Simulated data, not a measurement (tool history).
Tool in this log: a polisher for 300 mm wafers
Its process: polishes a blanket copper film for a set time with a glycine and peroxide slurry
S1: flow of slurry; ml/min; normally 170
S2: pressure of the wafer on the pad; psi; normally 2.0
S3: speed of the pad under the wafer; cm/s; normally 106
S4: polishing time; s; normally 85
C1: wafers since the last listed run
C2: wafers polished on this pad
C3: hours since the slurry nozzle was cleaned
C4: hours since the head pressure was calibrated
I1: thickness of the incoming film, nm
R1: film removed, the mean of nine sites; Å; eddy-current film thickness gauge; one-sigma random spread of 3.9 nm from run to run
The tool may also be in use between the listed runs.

| run | hour | S1 | S2 | S3 | S4 | C1 | C2 | C3 | C4 | I1 | R1 |
|---|---|---|---|---|---|---|---|---|---|---|---|
| 1 | 0.0 | 170 | 1.5 | 106 | 85 | 0 | 386 | 92.9 | 722.0 | 1192.5 | 3492 |
| 2 | 15.6 | 170 | 2.0 | 82 | 85 | 96 | 483 | 108.5 | 737.6 | 1162.8 | 3499 |
| 3 | 28.5 | 170 | 2.0 | 76 | 97 | 80 | 563 | 121.4 | 750.5 | 1187.2 | 3815 |
| 4 | 42.3 | 170 | 2.0 | 124 | 85 | 85 | 649 | 135.2 | 764.3 | 1187.8 | 4851 |
|  | 54.9 | worn pad replaced by a new one |
| 5 | 62.2 | 170 | 1.7 | 106 | 85 | 98 | 45 | 155.1 | 784.2 | 1198.3 | 4055 |
| 6 | 149.3 | 170 | 1.7 | 106 | 85 | 541 | 586 | 242.2 | 871.3 | 1199.9 | 3723 |
| 7 | 174.8 | 170 | 1.7 | 106 | 85 | 158 | 745 | 267.7 | 896.8 | 1201.4 | 3720 |
| 8 | 195.0 | 170 | 2.0 | 106 | 85 | 125 | 870 | 287.9 | 917.0 | 1165.5 | 4115 |
|  | 202.1 | worn pad replaced by a new one |
| 9 | 223.5 | 170 | 2.0 | 106 | 85 | 152 | 133 | 316.4 | 945.5 | 1163.7 | 4409 |
| 10 | 251.6 | 170 | 2.0 | 106 | 85 | 174 | 307 | 344.5 | 973.6 | 1201.4 | 4309 |
| 11 | 266.0 | 170 | 2.0 | 106 | 85 | 89 | 397 | 358.9 | 988.0 | 1192.2 | 4305 |
| 12 | 279.2 | 125 | 2.0 | 106 | 85 | 81 | 479 | 372.1 | 1001.2 | 1157.6 | 4164 |
| 13 | 303.3 | 170 | 2.0 | 106 | 85 | 149 | 628 | 396.2 | 1025.3 | 1199.3 | 4154 |
| 14 | 316.5 | 170 | 2.0 | 106 | 85 | 81 | 710 | 409.4 | 1038.5 | 1176.7 | 4206 |
|  | 323.9 | slurry nozzle cleaned |
| 15 | 330.9 | 170 | 2.0 | 82 | 62 | 83 | 793 | 7.0 | 1052.9 | 1191.3 | 2490 |
|  | 343.7 | worn pad replaced by a new one |
| 16 | 344.9 | 170 | 2.0 | 106 | 58 | 62 | 7 | 21.0 | 1066.9 | 1178.8 | 3144 |
| 17 | 357.1 | 145 | 2.6 | 76 | 108 | 75 | 83 | 33.2 | 1079.1 | 1205.9 | 5278 |
| 18 | 373.4 | 195 | 2.2 | 106 | 85 | 101 | 184 | 49.5 | 1095.4 | 1166.1 | 4895 |
|  | 376.0 | head pressure recalibrated |
| 19 | 397.3 | 170 | 2.0 | 106 | 85 | 136 | 320 | 73.4 | 21.3 | 1168.0 | 4388 |
| 20 | 416.8 | 170 | 2.0 | 106 | 85 | 121 | 441 | 92.9 | 40.8 | 1176.0 | 4335 |

The next listed run, before its measurement:
| 21 | 432.2 | 170 | 2.2 | 106 | 85 | 95 | 537 | 108.3 | 56.2 | 1193.2 | ? |

{"run 21": {"R1": 4560}}
Without the tool's hidden state the same run would have given R1 4861 Å.

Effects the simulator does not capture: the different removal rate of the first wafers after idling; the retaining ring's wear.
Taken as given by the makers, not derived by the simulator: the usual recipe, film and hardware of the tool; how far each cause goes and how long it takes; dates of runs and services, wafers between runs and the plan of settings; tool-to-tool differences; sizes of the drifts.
